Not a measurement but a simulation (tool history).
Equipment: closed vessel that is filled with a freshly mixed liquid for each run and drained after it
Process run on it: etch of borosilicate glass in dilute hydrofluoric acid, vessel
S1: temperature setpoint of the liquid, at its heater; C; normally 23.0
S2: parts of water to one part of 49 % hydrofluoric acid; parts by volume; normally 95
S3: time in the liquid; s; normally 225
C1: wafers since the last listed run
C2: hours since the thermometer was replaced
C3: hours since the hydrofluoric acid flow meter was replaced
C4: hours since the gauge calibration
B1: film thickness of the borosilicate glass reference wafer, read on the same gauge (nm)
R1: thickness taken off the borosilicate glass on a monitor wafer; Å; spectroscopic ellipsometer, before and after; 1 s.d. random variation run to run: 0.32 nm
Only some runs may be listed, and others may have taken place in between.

| run | hour | S1 | S2 | S3 | C1 | C2 | C3 | C4 | B1 | R1 |
|---|---|---|---|---|---|---|---|---|---|---|
| 1 | 0.0 | 23.0 | 95 | 225 | 0 | 611.3 | 1646.4 | 789.3 | 60.01 | 432.6 |
| 2 | 63.1 | 23.0 | 95 | 225 | 6693 | 674.4 | 1709.5 | 852.4 | 59.98 | 436.1 |
| 3 | 124.7 | 24.5 | 95 | 225 | 6534 | 736.0 | 1771.1 | 914.0 | 60.05 | 462.1 |
|  | 144.3 | hydrofluoric acid flow meter replaced |
| 4 | 170.6 | 24.5 | 95 | 225 | 4763 | 781.9 | 26.3 | 959.9 | 60.00 | 448.0 |
| 5 | 241.5 | 23.0 | 95 | 225 | 7521 | 852.8 | 97.2 | 1030.8 | 60.01 | 426.8 |
| 6 | 271.8 | 23.0 | 70 | 225 | 3214 | 883.1 | 127.5 | 1061.1 | 60.00 | 603.3 |
| 7 | 306.3 | 23.0 | 95 | 225 | 3659 | 917.6 | 162.0 | 1095.6 | 60.03 | 426.8 |
| 8 | 353.7 | 23.0 | 130 | 225 | 5028 | 965.0 | 209.4 | 1143.0 | 59.98 | 300.1 |
| 9 | 391.6 | 23.0 | 130 | 225 | 4020 | 1002.9 | 247.3 | 1180.9 | 60.01 | 296.8 |
| 10 | 425.5 | 23.0 | 55 | 340 | 3596 | 1036.8 | 281.2 | 1214.8 | 60.00 | 1165.1 |
| 11 | 450.1 | 23.0 | 95 | 225 | 2609 | 1061.4 | 305.8 | 1239.4 | 59.98 | 428.2 |
| 12 | 491.3 | 23.0 | 95 | 115 | 4370 | 1102.6 | 347.0 | 1280.6 | 59.97 | 216.1 |
| 13 | 542.8 | 24.5 | 110 | 335 | 5463 | 1154.1 | 398.5 | 1332.1 | 60.01 | 562.9 |
| 14 | 572.4 | 23.0 | 95 | 165 | 3140 | 1183.7 | 428.1 | 1361.7 | 59.99 | 308.3 |
|  | 578.2 | thermometer replaced |
| 15 | 610.8 | 27.0 | 55 | 120 | 3967 | 32.6 | 466.5 | 1400.1 | 59.97 | 509.9 |
| 16 | 637.9 | 23.0 | 95 | 225 | 2874 | 59.7 | 493.6 | 1427.2 | 59.94 | 446.1 |
| 17 | 667.8 | 23.0 | 95 | 225 | 3171 | 89.6 | 523.5 | 1457.1 | 60.00 | 441.3 |
| 18 | 715.1 | 27.5 | 55 | 225 | 5017 | 136.9 | 570.8 | 1504.4 | 59.96 | 972.4 |
| 19 | 781.7 | 26.0 | 65 | 325 | 7065 | 203.5 | 637.4 | 1571.0 | 59.94 | 1094.2 |
| 20 | 817.5 | 23.0 | 95 | 225 | 3797 | 239.3 | 673.2 | 1606.8 | 60.02 | 445.9 |
| 21 | 877.3 | 18.5 | 70 | 140 | 6343 | 299.1 | 733.0 | 1666.6 | 59.96 | 317.0 |
| 22 | 902.4 | 20.5 | 55 | 225 | 2662 | 324.2 | 758.1 | 1691.7 | 59.94 | 717.6 |
|  | 920.1 | gauge calibrated |
| 23 | 931.3 | 23.0 | 95 | 225 | 3065 | 353.1 | 787.0 | 11.2 | 60.00 | 433.5 |
| 24 | 994.4 | 21.0 | 95 | 225 | 6693 | 416.2 | 850.1 | 74.3 | 60.00 | 405.9 |
| 25 | 1024.0 | 23.0 | 95 | 225 | 3140 | 445.8 | 879.7 | 103.9 | 60.00 | 438.1 |
| 26 | 1050.4 | 21.0 | 75 | 160 | 2800 | 472.2 | 906.1 | 130.3 | 59.98 | 371.3 |
| 27 | 1096.4 | 23.0 | 45 | 225 | 4879 | 518.2 | 952.1 | 176.3 | 59.98 | 970.0 |
| 28 | 1141.6 | 20.5 | 95 | 225 | 4794 | 563.4 | 997.3 | 221.5 | 60.01 | 391.4 |
| 29 | 1189.0 | 24.5 | 110 | 185 | 5028 | 610.8 | 1044.7 | 268.9 | 59.99 | 315.6 |
| 30 | 1256.8 | 23.0 | 95 | 225 | 7192 | 678.6 | 1112.5 | 336.7 | 59.97 | 435.3 |
| 31 | 1286.7 | 23.0 | 75 | 100 | 3171 | 708.5 | 1142.4 | 366.6 | 59.97 | 250.2 |
| 32 | 1352.7 | 23.0 | 95 | 225 | 7001 | 774.5 | 1208.4 | 432.6 | 59.99 | 432.2 |

Difference, measured minus no-hidden-state, one row per run. Run-to-run variation is common to both terms; the gauge's own scatter need not be:
The tool's hidden condition here consists of: liquid colder than its thermometer reads (K); hydrofluoric acid flow above the setpoint (%); gauge reads high (%).
| run | R1 |
|---|---|
| 1 | -15.8 |
| 2 | -17.2 |
| 3 | -19.1 |
| 4 | -19.4 |
| 5 | -20.3 |
| 6 | -30.2 |
| 7 | -21.6 |
| 8 | -15.5 |
| 9 | -15.8 |
| 10 | -67.8 |
| 11 | -24.6 |
| 12 | -12.9 |
| 13 | -34.1 |
| 14 | -19.5 |
| 15 | -4.1 |
| 16 | -4.2 |
| 17 | -4.7 |
| 18 | -12.1 |
| 19 | -17.2 |
| 20 | -7.7 |
| 21 | -6.7 |
| 22 | -15.9 |
| 23 | -9.7 |
| 24 | -10.4 |
| 25 | -11.6 |
| 26 | -10.7 |
| 27 | -30.0 |
| 28 | -12.8 |
| 29 | -10.6 |
| 30 | -16.2 |
| 31 | -9.8 |
| 32 | -18.1 |
